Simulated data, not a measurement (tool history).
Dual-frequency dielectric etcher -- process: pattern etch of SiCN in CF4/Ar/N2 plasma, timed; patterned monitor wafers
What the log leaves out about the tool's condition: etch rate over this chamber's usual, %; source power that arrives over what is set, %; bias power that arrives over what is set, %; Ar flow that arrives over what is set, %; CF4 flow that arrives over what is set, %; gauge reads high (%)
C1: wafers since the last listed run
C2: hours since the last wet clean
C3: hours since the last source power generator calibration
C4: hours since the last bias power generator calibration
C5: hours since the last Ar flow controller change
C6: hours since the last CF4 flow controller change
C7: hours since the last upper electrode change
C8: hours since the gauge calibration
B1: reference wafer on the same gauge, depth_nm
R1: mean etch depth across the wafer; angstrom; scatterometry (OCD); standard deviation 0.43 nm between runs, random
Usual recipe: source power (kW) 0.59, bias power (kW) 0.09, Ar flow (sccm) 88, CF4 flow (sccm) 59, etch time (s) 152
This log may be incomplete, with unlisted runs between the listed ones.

Run 1, day 0: usual settings; C1 0; C2 295.2; C3 2565.5; C4 1740.6; C5 3178.8; C6 4734.9; C7 3070.9; C8 364.4; B1 146.2. Result: R1 1711 angstrom.
Run 2, day 1.029: usual settings but CF4 flow (sccm) 67; C1 176; C2 319.9; C3 2590.2; C4 1765.3; C5 3203.5; C6 4759.6; C7 3095.6; C8 389.1; B1 146.2. Result: R1 1746 angstrom.
Run 3, day 2.088: usual settings but etch time (s) 167.5; C1 181; C2 345.3; C3 2615.6; C4 1790.7; C5 3228.9; C6 4785; C7 3121; C8 414.5; B1 146.1. Result: R1 1884 angstrom.
Run 4, day 3.3: usual settings but etch time (s) 167.5; C1 208; C2 374.4; C3 2644.7; C4 1819.8; C5 3258; C6 4814.1; C7 3150.1; C8 443.6; B1 146.3. Result: R1 1885 angstrom.
Run 5, day 4.171: usual settings but etch time (s) 167.5; C1 149; C2 395.3; C3 2665.6; C4 1840.7; C5 3278.9; C6 4835; C7 3171; C8 464.5; B1 146.4. Result: R1 1881 angstrom.
At day 6.667: Ar flow controller replaced.
At day 7.288: source power generator calibrated.
At day 8.792: upper electrode replaced.
Run 6, day 8.812: usual settings; C1 554; C2 506.7; C3 36.6; C4 1952.1; C5 51.5; C6 4946.4; C7 0.5; C8 575.9; B1 146.5. Result: R1 1717 angstrom.
Run 7, day 8.888: usual settings; C1 12; C2 508.5; C3 38.4; C4 1953.9; C5 53.3; C6 4948.2; C7 2.3; C8 577.7; B1 146.3. Result: R1 1709 angstrom.
Run 8, day 9.625: usual settings; C1 126; C2 526.2; C3 56.1; C4 1971.6; C5 71; C6 4965.9; C7 20; C8 595.4; B1 146.2. Result: R1 1717 angstrom.
Run 9, day 10.738: usual settings; C1 191; C2 552.9; C3 82.8; C4 1998.3; C5 97.7; C6 4992.6; C7 46.7; C8 622.1; B1 146.3. Result: R1 1715 angstrom.
At day 11.533: gauge calibrated.
At day 12.05: CF4 flow controller replaced.
At day 12.846: wet clean of the chamber.
Run 10, day 12.867: usual settings but bias power (kW) 0.108, CF4 flow (sccm) 45; C1 186; C2 0.5; C3 133.9; C4 2049.4; C5 148.8; C6 19.6; C7 97.8; C8 32; B1 143.9. Result: R1 1689 angstrom.
Run 11, day 12.883: usual settings but source power (kW) 0.72, bias power (kW) 0.073, etch time (s) 132; C1 2; C2 0.9; C3 134.3; C4 2049.8; C5 149.2; C6 20; C7 98.2; C8 32.4; B1 144. Result: R1 1690 angstrom.
Run 12, day 14.017: usual settings; C1 194; C2 28.1; C3 161.5; C4 2077; C5 176.4; C6 47.2; C7 125.4; C8 59.6; B1 144.2. Result: R1 1681 angstrom.

What does the tool deliver on the next run?
Run 13, day 15.092: usual settings but bias power (kW) 0.071, Ar flow (sccm) 68, etch time (s) 175; C1 184; C2 53.9; C3 187.3; C4 2102.8; C5 202.2; C6 73; C7 151.2; C8 85.4; B1 ?. Result: R1 ?.

{"run 13": {"B1": 144.7, "R1": 1862}}
With no hidden state in the tool, this same run would have given R1 1853 angstrom.
